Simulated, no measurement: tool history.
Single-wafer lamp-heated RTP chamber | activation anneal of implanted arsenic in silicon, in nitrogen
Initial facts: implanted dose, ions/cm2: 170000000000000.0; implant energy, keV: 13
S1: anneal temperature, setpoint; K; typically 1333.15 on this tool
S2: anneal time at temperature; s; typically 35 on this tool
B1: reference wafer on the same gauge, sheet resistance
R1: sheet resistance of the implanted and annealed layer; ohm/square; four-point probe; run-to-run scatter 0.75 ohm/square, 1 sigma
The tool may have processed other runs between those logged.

Run 1, hour 0: usual settings; B1 461.17. Result: R1 495.59 ohm/square.
Run 2, hour 30.9: usual settings; B1 461.22. Result: R1 496.04 ohm/square.
Run 3, hour 59.1: usual settings; B1 460.96. Result: R1 493.5 ohm/square.
Run 4, hour 79.5: usual settings but S1 1317.15 K, S2 41 s; B1 460.96. Result: R1 498 ohm/square.
Run 5, hour 94.4: usual settings but S1 1317.15 K, S2 41 s; B1 461.11. Result: R1 500.18 ohm/square.
Run 6, hour 114.3: usual settings but S1 1317.15 K, S2 41 s; B1 460.91. Result: R1 499.11 ohm/square.
At hour 125.7: gauge calibrated.
Run 7, hour 142.5: usual settings; B1 461.1. Result: R1 494.52 ohm/square.
At hour 163.1: pyrometer window cleaned and pyrometer calibrated.
Run 8, hour 163.6: usual settings; B1 461.15. Result: R1 500.29 ohm/square.
At hour 174.7: reflector plate cleaned.
Run 9, hour 176.1: usual settings but S1 1323.15 K, S2 47 s; B1 461.09. Result: R1 498.09 ohm/square.
Run 10, hour 188.7: usual settings but S1 1356.15 K; B1 460.76. Result: R1 487.8 ohm/square.
Run 11, hour 203.5: usual settings but S1 1316.15 K, S2 44 s; B1 460.85. Result: R1 502.32 ohm/square.
Run 12, hour 217.7: usual settings but S1 1321.15 K, S2 50 s; B1 461.08. Result: R1 497.38 ohm/square.
Run 13, hour 234.3: usual settings but S1 1317.15 K, S2 41 s; B1 460.96. Result: R1 502.63 ohm/square.
Run 14, hour 257: usual settings but S1 1319.15 K, S2 18 s; B1 460.92. Result: R1 515.22 ohm/square.

The tool's hidden state at each run:
wafer temperature error from the tarnished reflector plate, K: 0, the same for each run
gauge reads high (%): 0, the same for each run
H1: true wafer temperature minus pyrometer reading, K
run    H1
  1  9.97
  2  10.7
  3  11.4
  4  11.9
  5  12.3
  6  12.8
  7  13.5
  8  1.31
  9  1.62
 10  1.93
 11  2.29
 12  2.64
 13  3.04
 14   3.6
